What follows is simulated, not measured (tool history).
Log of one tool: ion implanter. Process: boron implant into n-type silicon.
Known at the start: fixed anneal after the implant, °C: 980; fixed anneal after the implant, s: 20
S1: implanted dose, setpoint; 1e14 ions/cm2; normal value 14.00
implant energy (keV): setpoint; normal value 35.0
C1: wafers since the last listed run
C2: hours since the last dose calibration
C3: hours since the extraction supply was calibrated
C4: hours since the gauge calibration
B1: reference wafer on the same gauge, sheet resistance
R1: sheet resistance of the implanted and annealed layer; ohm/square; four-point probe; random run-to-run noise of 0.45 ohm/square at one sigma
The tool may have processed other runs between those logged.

run 1 hour=0.0 | S1=11.74 implant_energy_(keV)=35.0 | C1=0 C2=370.5 C3=3720.3 C4=35.8 | B1=83.47 | R1=105.89
run 2 hour=50.0 | S1=11.74 implant_energy_(keV)=35.0 | C1=1076 C2=420.5 C3=3770.3 C4=85.8 | B1=83.61 | R1=106.85
run 3 hour=110.0 | S1=11.74 implant_energy_(keV)=35.0 | C1=1291 C2=480.5 C3=3830.3 C4=145.8 | B1=83.67 | R1=106.58
run 4 hour=212.9 | S1=16.16 implant_energy_(keV)=35.0 | C1=2215 C2=583.4 C3=3933.2 C4=248.7 | B1=83.54 | R1=84.68
run 5 hour=288.8 | S1=16.16 implant_energy_(keV)=35.0 | C1=1634 C2=659.3 C3=4009.1 C4=324.6 | B1=83.77 | R1=84.16
run 6 hour=379.7 | S1=16.16 implant_energy_(keV)=35.0 | C1=1957 C2=750.2 C3=4100.0 C4=415.5 | B1=83.65 | R1=85.70
run 7 hour=452.6 | S1=14.00 implant_energy_(keV)=35.0 | C1=1569 C2=823.1 C3=4172.9 C4=488.4 | B1=83.67 | R1=94.06
run 8 hour=542.0 | S1=14.00 implant_energy_(keV)=35.0 | C1=1924 C2=912.5 C3=4262.3 C4=577.8 | B1=83.67 | R1=93.81
run 9 hour=598.8 | S1=14.00 implant_energy_(keV)=35.0 | C1=1222 C2=969.3 C3=4319.1 C4=634.6 | B1=83.62 | R1=93.43
run 10 hour=663.6 | S1=13.11 implant_energy_(keV)=35.0 | C1=1395 C2=1034.1 C3=4383.9 C4=699.4 | B1=83.66 | R1=97.58
run 11 hour=713.4 | S1=16.67 implant_energy_(keV)=35.0 | C1=1072 C2=1083.9 C3=4433.7 C4=749.2 | B1=83.64 | R1=82.59
run 12 hour=772.3 | S1=14.00 implant_energy_(keV)=30.0 | C1=1268 C2=1142.8 C3=4492.6 C4=808.1 | B1=83.58 | R1=94.23
run 13 hour=855.7 | S1=14.00 implant_energy_(keV)=24.5 | C1=1795 C2=1226.2 C3=4576.0 C4=891.5 | B1=83.70 | R1=97.02
run 14 hour=953.9 | S1=10.60 implant_energy_(keV)=23.5 | C1=2114 C2=1324.4 C3=4674.2 C4=989.7 | B1=83.56 | R1=117.75
run 15 hour=1041.6 | S1=14.00 implant_energy_(keV)=35.0 | C1=1888 C2=1412.1 C3=4761.9 C4=1077.4 | B1=83.68 | R1=93.78
-- hour=1066.3 Faraday cup replaced and dose calibrated
run 16 hour=1089.4 | S1=12.12 implant_energy_(keV)=35.0 | C1=856 C2=23.1 C3=4809.7 C4=1125.2 | B1=83.71 | R1=103.96
-- hour=1172.7 extraction supply calibrated
run 17 hour=1181.6 | S1=15.53 implant_energy_(keV)=43.5 | C1=1812 C2=115.3 C3=8.9 C4=1217.4 | B1=83.85 | R1=85.72
-- hour=1183.3 gauge calibrated
run 18 hour=1241.6 | S1=11.85 implant_energy_(keV)=44.5 | C1=1291 C2=175.3 C3=68.9 C4=58.3 | B1=83.61 | R1=105.64
run 19 hour=1338.6 | S1=17.28 implant_energy_(keV)=46.0 | C1=2088 C2=272.3 C3=165.9 C4=155.3 | B1=83.89 | R1=80.36
run 20 hour=1495.8 | S1=14.00 implant_energy_(keV)=35.0 | C1=3384 C2=429.5 C3=323.1 C4=312.5 | B1=83.64 | R1=93.08
run 21 hour=1567.7 | S1=11.79 implant_energy_(keV)=40.0 | C1=1548 C2=501.4 C3=395.0 C4=384.4 | B1=83.76 | R1=105.74
run 22 hour=1606.8 | S1=12.12 implant_energy_(keV)=35.0 | C1=841 C2=540.5 C3=434.1 C4=423.5 | B1=83.74 | R1=104.46
run 23 hour=1700.5 | S1=17.49 implant_energy_(keV)=35.0 | C1=2017 C2=634.2 C3=527.8 C4=517.2 | B1=83.70 | R1=80.07
run 24 hour=2018.8 | S1=14.00 implant_energy_(keV)=35.0 | C1=6853 C2=952.5 C3=846.1 C4=835.5 | B1=83.74 | R1=93.67

Alternative continuations, all from the tool just after run 24; predict every row:
run A hour=2019.2 | S1=11.08 implant_energy_(keV)=35.0 | C1=8 C2=952.9 C3=846.5 C4=835.9 | B1=? | R1=?
run B hour=2019.2 | S1=11.29 implant_energy_(keV)=32.0 | C1=8 C2=952.9 C3=846.5 C4=835.9 | B1=? | R1=?
run C hour=2019.2 | S1=12.73 implant_energy_(keV)=23.5 | C1=8 C2=952.9 C3=846.5 C4=835.9 | B1=? | R1=?
run D hour=2019.2 | S1=12.63 implant_energy_(keV)=24.0 | C1=8 C2=952.9 C3=846.5 C4=835.9 | B1=? | R1=?

run=A B1=83.77 R1=111.65
run=B B1=83.77 R1=110.49
run=C B1=83.77 R1=103.83
run=D B1=83.77 R1=104.14
Take away the tool's hidden state, keep each run's random variation, and the runs would have read:
run=A R1=111.65
run=B R1=110.49
run=C R1=103.83
run=D R1=104.14
